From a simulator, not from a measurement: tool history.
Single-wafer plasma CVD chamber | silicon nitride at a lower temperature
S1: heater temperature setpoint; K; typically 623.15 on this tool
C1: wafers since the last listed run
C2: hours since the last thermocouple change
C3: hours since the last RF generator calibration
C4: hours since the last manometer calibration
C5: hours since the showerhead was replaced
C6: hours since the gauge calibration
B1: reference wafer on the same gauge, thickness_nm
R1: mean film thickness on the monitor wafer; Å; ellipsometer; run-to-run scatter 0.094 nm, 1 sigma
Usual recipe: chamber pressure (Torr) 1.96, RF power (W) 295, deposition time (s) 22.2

{"run": 1, "hour": 0.0, "S1": 633.15, "chamber pressure (Torr)": 1.96, "RF power (W)": 295, "deposition time (s)": 22.2, "C1": 0, "C2": 393.5, "C3": 290.2, "C4": 124.4, "C5": 4039.8, "C6": 1055.9, "B1": 29.289, "R1": 266.18}
{"run": 2, "hour": 43.4, "S1": 623.15, "chamber pressure (Torr)": 1.96, "RF power (W)": 295, "deposition time (s)": 22.2, "C1": 1371, "C2": 436.9, "C3": 333.6, "C4": 167.8, "C5": 4083.2, "C6": 1099.3, "B1": 29.335, "R1": 265.61}
{"run": 3, "hour": 121.9, "S1": 623.15, "chamber pressure (Torr)": 1.96, "RF power (W)": 295, "deposition time (s)": 22.2, "C1": 2481, "C2": 515.4, "C3": 412.1, "C4": 246.3, "C5": 4161.7, "C6": 1177.8, "B1": 29.32, "R1": 266.36}
{"run": 4, "hour": 189.5, "S1": 623.15, "chamber pressure (Torr)": 2.27, "RF power (W)": 295, "deposition time (s)": 23.2, "C1": 2136, "C2": 583.0, "C3": 479.7, "C4": 313.9, "C5": 4229.3, "C6": 1245.4, "B1": 29.319, "R1": 289.9}
{"run": 5, "hour": 278.8, "S1": 623.15, "chamber pressure (Torr)": 2.27, "RF power (W)": 295, "deposition time (s)": 23.2, "C1": 2822, "C2": 672.3, "C3": 569.0, "C4": 403.2, "C5": 4318.6, "C6": 1334.7, "B1": 29.299, "R1": 289.29}
{"run": 6, "hour": 340.4, "S1": 612.15, "chamber pressure (Torr)": 1.5, "RF power (W)": 295, "deposition time (s)": 22.2, "C1": 1947, "C2": 733.9, "C3": 630.6, "C4": 464.8, "C5": 4380.2, "C6": 1396.3, "B1": 29.303, "R1": 250.25}
{"run": 7, "hour": 444.5, "S1": 623.15, "chamber pressure (Torr)": 1.71, "RF power (W)": 320, "deposition time (s)": 22.2, "C1": 3290, "C2": 838.0, "C3": 734.7, "C4": 568.9, "C5": 4484.3, "C6": 1500.4, "B1": 29.286, "R1": 278.38}
{"run": 8, "hour": 537.4, "S1": 623.15, "chamber pressure (Torr)": 1.96, "RF power (W)": 245, "deposition time (s)": 26.2, "C1": 2936, "C2": 930.9, "C3": 827.6, "C4": 661.8, "C5": 4577.2, "C6": 1593.3, "B1": 29.29, "R1": 263.43}
{"run": 9, "hour": 792.8, "S1": 623.15, "chamber pressure (Torr)": 1.71, "RF power (W)": 320, "deposition time (s)": 22.2, "C1": 8073, "C2": 1186.3, "C3": 1083.0, "C4": 917.2, "C5": 4832.6, "C6": 1848.7, "B1": 29.289, "R1": 276.92}
{"run": 10, "hour": 891.9, "S1": 637.15, "chamber pressure (Torr)": 1.96, "RF power (W)": 295, "deposition time (s)": 22.2, "C1": 3132, "C2": 1285.4, "C3": 1182.1, "C4": 1016.3, "C5": 4931.7, "C6": 1947.8, "B1": 29.28, "R1": 266.19}
{"run": 11, "hour": 961.7, "S1": 623.15, "chamber pressure (Torr)": 1.51, "RF power (W)": 295, "deposition time (s)": 21.0, "C1": 2206, "C2": 1355.2, "C3": 1251.9, "C4": 1086.1, "C5": 5001.5, "C6": 2017.6, "B1": 29.303, "R1": 237.52}
{"run": 12, "hour": 1038.2, "S1": 623.15, "chamber pressure (Torr)": 1.96, "RF power (W)": 330, "deposition time (s)": 22.2, "C1": 2418, "C2": 1431.7, "C3": 1328.4, "C4": 1162.6, "C5": 5078.0, "C6": 2094.1, "B1": 29.303, "R1": 295.26}
{"run": 13, "hour": 1097.0, "S1": 623.15, "chamber pressure (Torr)": 1.96, "RF power (W)": 295, "deposition time (s)": 22.2, "C1": 1858, "C2": 1490.5, "C3": 1387.2, "C4": 1221.4, "C5": 5136.8, "C6": 2152.9, "B1": 29.299, "R1": 265.78}
{"run": 14, "hour": 1229.3, "S1": 618.15, "chamber pressure (Torr)": 1.96, "RF power (W)": 295, "deposition time (s)": 26.3, "C1": 4182, "C2": 1622.8, "C3": 1519.5, "C4": 1353.7, "C5": 5269.1, "C6": 2285.2, "B1": 29.294, "R1": 315.72}
{"hour": 1269.7, "done": "capacitance manometer re-zeroed and calibrated"}
{"run": 15, "hour": 1270.2, "S1": 623.15, "chamber pressure (Torr)": 1.96, "RF power (W)": 295, "deposition time (s)": 22.2, "C1": 1040, "C2": 1663.7, "C3": 1560.4, "C4": 0.5, "C5": 5310.0, "C6": 2326.1, "B1": 29.317, "R1": 264.18}
{"hour": 1314.0, "done": "showerhead replaced"}
{"run": 16, "hour": 1329.5, "S1": 632.15, "chamber pressure (Torr)": 1.96, "RF power (W)": 295, "deposition time (s)": 22.2, "C1": 1621, "C2": 1723.0, "C3": 1619.7, "C4": 59.8, "C5": 15.5, "C6": 2385.4, "B1": 29.317, "R1": 262.41}
{"run": 17, "hour": 1417.3, "S1": 623.15, "chamber pressure (Torr)": 1.96, "RF power (W)": 295, "deposition time (s)": 22.2, "C1": 2775, "C2": 1810.8, "C3": 1707.5, "C4": 147.6, "C5": 103.3, "C6": 2473.2, "B1": 29.295, "R1": 263.71}
{"hour": 1461.3, "done": "thermocouple changed; heater temperature recalibrated"}
{"run": 18, "hour": 1497.1, "S1": 623.15, "chamber pressure (Torr)": 1.69, "RF power (W)": 295, "deposition time (s)": 22.2, "C1": 2269, "C2": 35.8, "C3": 1787.3, "C4": 227.4, "C5": 183.1, "C6": 2553.0, "B1": 29.308, "R1": 254.68}
{"hour": 1528.0, "done": "RF generator calibrated"}
{"hour": 1554.0, "done": "gauge calibrated"}
{"run": 19, "hour": 1578.5, "S1": 623.15, "chamber pressure (Torr)": 1.96, "RF power (W)": 295, "deposition time (s)": 18.9, "C1": 2320, "C2": 117.2, "C3": 50.5, "C4": 308.8, "C5": 264.5, "C6": 24.5, "B1": 29.314, "R1": 228.89}
{"run": 20, "hour": 1651.5, "S1": 623.15, "chamber pressure (Torr)": 1.96, "RF power (W)": 295, "deposition time (s)": 22.2, "C1": 2307, "C2": 190.2, "C3": 123.5, "C4": 381.8, "C5": 337.5, "C6": 97.5, "B1": 29.299, "R1": 268.18}
{"run": 21, "hour": 1724.3, "S1": 623.15, "chamber pressure (Torr)": 1.96, "RF power (W)": 295, "deposition time (s)": 22.2, "C1": 2301, "C2": 263.0, "C3": 196.3, "C4": 454.6, "C5": 410.3, "C6": 170.3, "B1": 29.306, "R1": 268.27}
{"run": 22, "hour": 1766.4, "S1": 623.15, "chamber pressure (Torr)": 1.96, "RF power (W)": 295, "deposition time (s)": 22.2, "C1": 1330, "C2": 305.1, "C3": 238.4, "C4": 496.7, "C5": 452.4, "C6": 212.4, "B1": 29.283, "R1": 267.27}
{"run": 23, "hour": 1867.3, "S1": 632.15, "chamber pressure (Torr)": 2.4, "RF power (W)": 280, "deposition time (s)": 22.2, "C1": 3189, "C2": 406.0, "C3": 339.3, "C4": 597.6, "C5": 553.3, "C6": 313.3, "B1": 29.318, "R1": 266.12}
{"run": 24, "hour": 1907.5, "S1": 623.15, "chamber pressure (Torr)": 1.96, "RF power (W)": 295, "deposition time (s)": 22.2, "C1": 1270, "C2": 446.2, "C3": 379.5, "C4": 637.8, "C5": 593.5, "C6": 353.5, "B1": 29.284, "R1": 267.6}
{"run": 25, "hour": 2008.6, "S1": 623.15, "chamber pressure (Torr)": 1.96, "RF power (W)": 295, "deposition time (s)": 26.0, "C1": 3195, "C2": 547.3, "C3": 480.6, "C4": 738.9, "C5": 694.6, "C6": 454.6, "B1": 29.3, "R1": 314.36}
{"run": 26, "hour": 2103.0, "S1": 629.15, "chamber pressure (Torr)": 1.47, "RF power (W)": 315, "deposition time (s)": 25.9, "C1": 2984, "C2": 641.7, "C3": 575.0, "C4": 833.3, "C5": 789.0, "C6": 549.0, "B1": 29.285, "R1": 307.97}
{"run": 27, "hour": 2176.6, "S1": 623.15, "chamber pressure (Torr)": 1.96, "RF power (W)": 295, "deposition time (s)": 22.2, "C1": 2326, "C2": 715.3, "C3": 648.6, "C4": 906.9, "C5": 862.6, "C6": 622.6, "B1": 29.316, "R1": 268.27}
{"run": 28, "hour": 2279.4, "S1": 637.15, "chamber pressure (Torr)": 1.96, "RF power (W)": 250, "deposition time (s)": 22.2, "C1": 3249, "C2": 818.1, "C3": 751.4, "C4": 1009.7, "C5": 965.4, "C6": 725.4, "B1": 29.285, "R1": 227.98}

What the log doesn't show, run by run:
wafer temperature above the value expected at the setpoint (K): 0 across all the runs
gauge reads high (%): 0 across all the runs
H1: delivered RF power above the setpoint (%)
H2: true pressure above the setpoint (%)
run=1 H1=-0.551 H2=-0.774
run=2 H1=-0.6 H2=-0.521
run=3 H1=-0.689 H2=-0.0646
run=4 H1=-0.765 H2=0.329
run=5 H1=-0.865 H2=0.848
run=6 H1=-0.935 H2=1.21
run=7 H1=-1.05 H2=1.81
run=8 H1=-1.16 H2=2.35
run=9 H1=-1.44 H2=3.84
run=10 H1=-1.56 H2=4.42
run=11 H1=-1.63 H2=4.82
run=12 H1=-1.72 H2=5.27
run=13 H1=-1.79 H2=5.61
run=14 H1=-1.94 H2=6.38
run=15 H1=-1.98 H2=-0.702
run=16 H1=-2.05 H2=-0.357
run=17 H1=-2.15 H2=0.154
run=18 H1=-2.24 H2=0.618
run=19 H1=-0.387 H2=1.09
run=20 H1=-0.469 H2=1.52
run=21 H1=-0.551 H2=1.94
run=22 H1=-0.598 H2=2.19
run=23 H1=-0.712 H2=2.77
run=24 H1=-0.757 H2=3.01
run=25 H1=-0.871 H2=3.59
run=26 H1=-0.977 H2=4.14
run=27 H1=-1.06 H2=4.57
run=28 H1=-1.18 H2=5.17
